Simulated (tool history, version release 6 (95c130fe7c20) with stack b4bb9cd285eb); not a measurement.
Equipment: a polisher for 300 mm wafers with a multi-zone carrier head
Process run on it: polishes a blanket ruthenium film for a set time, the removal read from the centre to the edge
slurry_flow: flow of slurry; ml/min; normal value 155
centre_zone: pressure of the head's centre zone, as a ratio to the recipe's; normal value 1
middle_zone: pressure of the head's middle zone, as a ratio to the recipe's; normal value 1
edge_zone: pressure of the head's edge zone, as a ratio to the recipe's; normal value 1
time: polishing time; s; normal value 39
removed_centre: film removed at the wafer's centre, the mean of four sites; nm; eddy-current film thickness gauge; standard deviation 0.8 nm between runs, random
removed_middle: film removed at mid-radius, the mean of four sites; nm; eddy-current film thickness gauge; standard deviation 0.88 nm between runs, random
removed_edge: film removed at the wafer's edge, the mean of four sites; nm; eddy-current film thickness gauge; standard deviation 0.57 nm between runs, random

run,day,slurry_flow,centre_zone,middle_zone,edge_zone,time,"incoming thickness of the incoming film, nm",removed_centre,removed_middle,removed_edge
1,0,155,1,1,0.96,39,310,57.7,58.3,53.5
2,0.904,155,1,1,0.96,39,312.8,56.8,56.4,55.3
3,1.917,155,1,1.05,1,39,306.9,55.9,58.4,56.3
4,2.425,155,1,1.05,1,39,309.7,55.7,58.4,56.3
# day 2.921: slurry nozzle cleaned
# day 5.738: worn pad replaced by a new one
5,6.138,155,1,1,1,39,313.7,58.6,58.3,55.9
6,7.367,155,1,1,1,39,308.9,57.1,57.4,56.5
7,8.183,155,1,1,1,39,313,57,57.3,55.8
8,8.8,155,1,1.07,1,39,307.6,57.3,62.2,56.4
9,9.692,155,1,1.05,1,39,312.3,56.9,59.1,56
# day 10.279: centre zone pressure recalibrated
10,10.779,170,1,1,0.89,39,307.2,57.4,58.5,53.8
# day 11.179: worn pad replaced by a new one
# day 11.333: edge zone pressure recalibrated
11,12.096,155,1,1,1,39,315.9,56.4,57.1,57
# day 12.846: slurry nozzle cleaned
12,13.167,155,0.92,0.91,0.93,51,315.5,72.5,70.7,72.4
# day 13.746: carrier head's membrane replaced by a new one
13,14.675,115,1,1,1.11,39,309.3,52.9,56.1,56.8
14,16.075,155,1,1,0.96,39,309.5,57.5,58,54
# day 16.992: worn pad replaced by a new one
15,17.525,120,1,1,1,39,310.2,54.4,54.1,54.3

Below are 3 alternative next runs, each starting from the tool's condition after run 15. Predict each:
A,17.542,155,1,1.08,1,39,311.5,?,?,?
B,17.542,210,1,1,1,43,311.5,?,?,?
C,17.542,155,1,1.09,0.88,39,311.5,?,?,?

run,removed_centre,removed_middle,removed_edge
A,58,62.5,55.5
B,67.9,68.1,63.6
C,58,63,52.2
Had the tool no hidden state, the same runs would have come out as:
run,removed_centre,removed_middle,removed_edge
A,60.7,65.1,57.1
B,70.3,70.3,65.1
C,60.7,65.7,53.8
